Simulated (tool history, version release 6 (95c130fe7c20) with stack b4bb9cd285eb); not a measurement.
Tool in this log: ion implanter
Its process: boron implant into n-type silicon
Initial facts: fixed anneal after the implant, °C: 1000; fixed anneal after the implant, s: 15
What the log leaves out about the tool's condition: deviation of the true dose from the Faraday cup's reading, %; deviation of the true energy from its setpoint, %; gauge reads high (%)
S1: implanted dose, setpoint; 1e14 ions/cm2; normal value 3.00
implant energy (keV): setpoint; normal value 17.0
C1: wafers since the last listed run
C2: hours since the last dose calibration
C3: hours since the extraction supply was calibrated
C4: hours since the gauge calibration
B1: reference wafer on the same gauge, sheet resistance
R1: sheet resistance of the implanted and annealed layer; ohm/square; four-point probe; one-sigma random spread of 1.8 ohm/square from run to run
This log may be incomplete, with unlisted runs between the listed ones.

run 1 hour=0.0 | S1=2.72 implant_energy_(keV)=17.0 | C1=0 C2=861.9 C3=3780.5 C4=556.5 | B1=402.08 | R1=379.32
run 2 hour=83.2 | S1=2.72 implant_energy_(keV)=17.0 | C1=1070 C2=945.1 C3=3863.7 C4=639.7 | B1=403.08 | R1=378.28
run 3 hour=163.5 | S1=3.64 implant_energy_(keV)=17.0 | C1=1033 C2=1025.4 C3=3944.0 C4=720.0 | B1=403.37 | R1=300.16
run 4 hour=265.2 | S1=3.64 implant_energy_(keV)=17.0 | C1=1308 C2=1127.1 C3=4045.7 C4=821.7 | B1=403.45 | R1=302.39
run 5 hour=320.0 | S1=3.64 implant_energy_(keV)=17.0 | C1=705 C2=1181.9 C3=4100.5 C4=876.5 | B1=402.49 | R1=299.43
run 6 hour=380.0 | S1=2.65 implant_energy_(keV)=17.0 | C1=772 C2=1241.9 C3=4160.5 C4=936.5 | B1=404.06 | R1=386.95
run 7 hour=479.4 | S1=2.65 implant_energy_(keV)=17.0 | C1=1279 C2=1341.3 C3=4259.9 C4=1035.9 | B1=402.89 | R1=391.69
run 8 hour=532.1 | S1=3.00 implant_energy_(keV)=17.0 | C1=678 C2=1394.0 C3=4312.6 C4=1088.6 | B1=402.95 | R1=352.35
run 9 hour=591.6 | S1=3.00 implant_energy_(keV)=17.0 | C1=765 C2=1453.5 C3=4372.1 C4=1148.1 | B1=402.43 | R1=351.29
run 10 hour=659.5 | S1=3.00 implant_energy_(keV)=17.0 | C1=873 C2=1521.4 C3=4440.0 C4=1216.0 | B1=402.93 | R1=348.98
-- hour=672.7 Faraday cup replaced and dose calibrated
run 11 hour=709.9 | S1=2.64 implant_energy_(keV)=12.5 | C1=545 C2=37.2 C3=4490.4 C4=1266.4 | B1=403.23 | R1=393.41
run 12 hour=794.3 | S1=2.70 implant_energy_(keV)=11.5 | C1=1086 C2=121.6 C3=4574.8 C4=1350.8 | B1=403.21 | R1=386.53
run 13 hour=853.6 | S1=2.63 implant_energy_(keV)=21.5 | C1=763 C2=180.9 C3=4634.1 C4=1410.1 | B1=403.46 | R1=371.27
-- hour=902.7 extraction supply calibrated
run 14 hour=937.0 | S1=2.18 implant_energy_(keV)=21.0 | C1=970 C2=264.3 C3=34.3 C4=1493.5 | B1=403.51 | R1=431.71
run 15 hour=991.7 | S1=3.00 implant_energy_(keV)=17.0 | C1=703 C2=319.0 C3=89.0 C4=1548.2 | B1=402.85 | R1=345.98
-- hour=1034.3 gauge calibrated
run 16 hour=1047.1 | S1=3.00 implant_energy_(keV)=17.0 | C1=712 C2=374.4 C3=144.4 C4=12.8 | B1=402.94 | R1=345.07
run 17 hour=1292.8 | S1=3.27 implant_energy_(keV)=13.0 | C1=3161 C2=620.1 C3=390.1 C4=258.5 | B1=402.29 | R1=335.39
run 18 hour=1341.6 | S1=3.00 implant_energy_(keV)=17.0 | C1=628 C2=668.9 C3=438.9 C4=307.3 | B1=402.87 | R1=348.16
run 19 hour=1430.7 | S1=2.65 implant_energy_(keV)=21.5 | C1=1146 C2=758.0 C3=528.0 C4=396.4 | B1=403.08 | R1=375.04
run 20 hour=1512.5 | S1=3.00 implant_energy_(keV)=17.0 | C1=1052 C2=839.8 C3=609.8 C4=478.2 | B1=402.41 | R1=346.72

Run by run, hidden condition taken away, random variation retained:
run=1 R1=369.15
run=2 R1=367.82
run=3 R1=291.72
run=4 R1=293.69
run=5 R1=290.72
run=6 R1=375.48
run=7 R1=379.91
run=8 R1=341.73
run=9 R1=340.63
run=10 R1=338.33
run=11 R1=392.92
run=12 R1=384.15
run=13 R1=368.03
run=14 R1=426.47
run=15 R1=341.04
run=16 R1=339.53
run=17 R1=327.89
run=18 R1=340.27
run=19 R1=366.17
run=20 R1=338.06
